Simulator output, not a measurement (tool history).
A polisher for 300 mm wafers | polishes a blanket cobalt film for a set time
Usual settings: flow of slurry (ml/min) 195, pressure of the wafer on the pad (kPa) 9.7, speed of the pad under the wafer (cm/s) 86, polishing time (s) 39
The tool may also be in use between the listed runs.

run,hour,flow of slurry (ml/min),pressure of the wafer on the pad (kPa),speed of the pad under the wafer (cm/s),polishing time (s),"incoming thickness of the incoming film, nm",film removed (angstrom)
1,0,155,9.7,86,39,1057.9,1173
2,28.1,155,9.7,86,39,1045.3,1145
3,50.7,155,9.7,86,39,1048.4,1176
# hour 60.2: worn pad replaced by a new one
4,79.2,245,9.7,86,39,1061.2,1243
5,104.1,245,9.7,86,39,1060.4,1207
6,134.7,245,9.7,86,39,1057.7,1194
7,166.3,195,9.7,86,39,1071.5,1159
8,185.8,195,9.7,86,39,1042.4,1143
# hour 217.4: worn pad replaced by a new one
9,217.9,195,9.7,86,39,1055.8,1120
10,251.1,195,9,86,39,1060.2,1064
11,281.2,195,9,86,39,1039.7,1078
12,309.2,195,9,86,39,1061.5,1083
13,321.3,195,9.7,86,39,1070,1149
# hour 340.7: worn pad replaced by a new one
14,349.8,195,6.2,86,39,1038.8,804
# hour 356.7: head pressure recalibrated
15,366.8,195,9.7,86,39,1063.9,1130
16,392.1,195,7.6,100,39,1054.6,1034
17,414.2,220,7.6,86,33,1077.3,827
18,446,195,9.7,86,39,1043.8,1105
# hour 460.4: worn pad replaced by a new one
# hour 467.5: slurry nozzle cleaned
19,469.5,160,11.7,86,26,1036,937
20,484,215,7.6,66,50,1072.7,1114
21,547.8,195,9.7,86,39,1048.5,1224
22,572.1,195,11.7,86,31,1057.4,1100
23,589.4,265,9.7,86,39,1050.8,1261
24,615.2,195,9.7,86,39,1066.9,1153
# hour 621.6: worn pad replaced by a new one
25,649.7,160,9,78,39,1069.3,963
26,679.9,220,9.7,86,39,1069.9,1219
27,703,130,6.2,76,39,1053.2,657

Forecast each of these 3 alternatives for the next run:
A,703.4,195,9.7,86,39,1075.9,?
B,703.4,195,9.7,102,39,1075.9,?
C,703.4,195,11.7,86,39,1075.9,?

run,film removed (angstrom)
A,1150
B,1303
C,1345
Without the tool's hidden state the same runs would have given:
run,film removed (angstrom)
A,1258
B,1425
C,1471
